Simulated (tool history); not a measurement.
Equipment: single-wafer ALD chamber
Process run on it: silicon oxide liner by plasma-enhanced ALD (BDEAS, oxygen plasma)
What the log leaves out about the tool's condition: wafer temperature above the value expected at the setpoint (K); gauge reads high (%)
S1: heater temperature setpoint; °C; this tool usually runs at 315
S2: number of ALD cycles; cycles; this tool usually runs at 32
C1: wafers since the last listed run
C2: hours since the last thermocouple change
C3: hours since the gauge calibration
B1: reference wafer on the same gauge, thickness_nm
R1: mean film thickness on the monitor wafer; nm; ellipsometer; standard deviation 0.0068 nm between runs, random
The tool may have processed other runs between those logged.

run 1 hour=0.0 | S1=315 S2=31 | C1=0 C2=1774.5 C3=996.5 | B1=2.866 | R1=2.632
run 2 hour=65.6 | S1=315 S2=31 | C1=493 C2=1840.1 C3=1062.1 | B1=2.864 | R1=2.626
run 3 hour=227.2 | S1=315 S2=31 | C1=1215 C2=2001.7 C3=1223.7 | B1=2.851 | R1=2.617
run 4 hour=294.2 | S1=315 S2=32 | C1=504 C2=2068.7 C3=1290.7 | B1=2.849 | R1=2.688
run 5 hour=353.5 | S1=315 S2=32 | C1=446 C2=2128.0 C3=1350.0 | B1=2.844 | R1=2.686
run 6 hour=399.6 | S1=315 S2=32 | C1=346 C2=2174.1 C3=1396.1 | B1=2.840 | R1=2.688
run 7 hour=566.7 | S1=315 S2=32 | C1=1257 C2=2341.2 C3=1563.2 | B1=2.825 | R1=2.676
run 8 hour=617.6 | S1=311 S2=32 | C1=382 C2=2392.1 C3=1614.1 | B1=2.820 | R1=2.678
run 9 hour=662.5 | S1=315 S2=32 | C1=337 C2=2437.0 C3=1659.0 | B1=2.816 | R1=2.665
run 10 hour=727.6 | S1=315 S2=30 | C1=489 C2=2502.1 C3=1724.1 | B1=2.810 | R1=2.489
run 11 hour=783.1 | S1=315 S2=30 | C1=417 C2=2557.6 C3=1779.6 | B1=2.807 | R1=2.491
run 12 hour=809.8 | S1=315 S2=32 | C1=200 C2=2584.3 C3=1806.3 | B1=2.803 | R1=2.640
-- hour=821.5 gauge calibrated
run 13 hour=874.5 | S1=315 S2=32 | C1=486 C2=2649.0 C3=53.0 | B1=2.881 | R1=2.727
run 14 hour=953.1 | S1=315 S2=32 | C1=591 C2=2727.6 C3=131.6 | B1=2.881 | R1=2.726
run 15 hour=1009.9 | S1=315 S2=28 | C1=427 C2=2784.4 C3=188.4 | B1=2.879 | R1=2.384
run 16 hour=1056.9 | S1=315 S2=27 | C1=353 C2=2831.4 C3=235.4 | B1=2.881 | R1=2.299
run 17 hour=1105.7 | S1=315 S2=27 | C1=367 C2=2880.2 C3=284.2 | B1=2.879 | R1=2.295
run 18 hour=1139.4 | S1=315 S2=32 | C1=253 C2=2913.9 C3=317.9 | B1=2.881 | R1=2.708
run 19 hour=1199.9 | S1=301 S2=32 | C1=455 C2=2974.4 C3=378.4 | B1=2.879 | R1=2.762
run 20 hour=1241.3 | S1=315 S2=26 | C1=311 C2=3015.8 C3=419.8 | B1=2.877 | R1=2.219
run 21 hour=1303.6 | S1=302 S2=36 | C1=468 C2=3078.1 C3=482.1 | B1=2.878 | R1=3.095
-- hour=1380.4 thermocouple changed; heater temperature recalibrated
run 22 hour=1380.9 | S1=325 S2=26 | C1=521 C2=0.5 C3=559.4 | B1=2.870 | R1=2.168
run 23 hour=1555.9 | S1=328 S2=27 | C1=1316 C2=175.5 C3=734.4 | B1=2.867 | R1=2.259
run 24 hour=1585.1 | S1=319 S2=32 | C1=219 C2=204.7 C3=763.6 | B1=2.866 | R1=2.700
run 25 hour=1633.7 | S1=325 S2=30 | C1=365 C2=253.3 C3=812.2 | B1=2.862 | R1=2.506
run 26 hour=1660.9 | S1=315 S2=28 | C1=204 C2=280.5 C3=839.4 | B1=2.862 | R1=2.363
run 27 hour=1707.0 | S1=327 S2=29 | C1=346 C2=326.6 C3=885.5 | B1=2.861 | R1=2.412
run 28 hour=1734.0 | S1=324 S2=34 | C1=203 C2=353.6 C3=912.5 | B1=2.861 | R1=2.825
run 29 hour=1791.4 | S1=315 S2=34 | C1=431 C2=411.0 C3=969.9 | B1=2.857 | R1=2.866
run 30 hour=1837.6 | S1=315 S2=32 | C1=347 C2=457.2 C3=1016.1 | B1=2.850 | R1=2.691
run 31 hour=1883.5 | S1=315 S2=28 | C1=345 C2=503.1 C3=1062.0 | B1=2.848 | R1=2.363

Run 32 is up next; what results do you expect?
run 32 hour=1931.9 | S1=328 S2=32 | C1=364 C2=551.5 C3=1110.4 | B1=? | R1=?

Run 32 yielded B1 2.845, R1 2.648 nm.
Had the tool carried no hidden state, the very same run would have given R1 2.688 nm.

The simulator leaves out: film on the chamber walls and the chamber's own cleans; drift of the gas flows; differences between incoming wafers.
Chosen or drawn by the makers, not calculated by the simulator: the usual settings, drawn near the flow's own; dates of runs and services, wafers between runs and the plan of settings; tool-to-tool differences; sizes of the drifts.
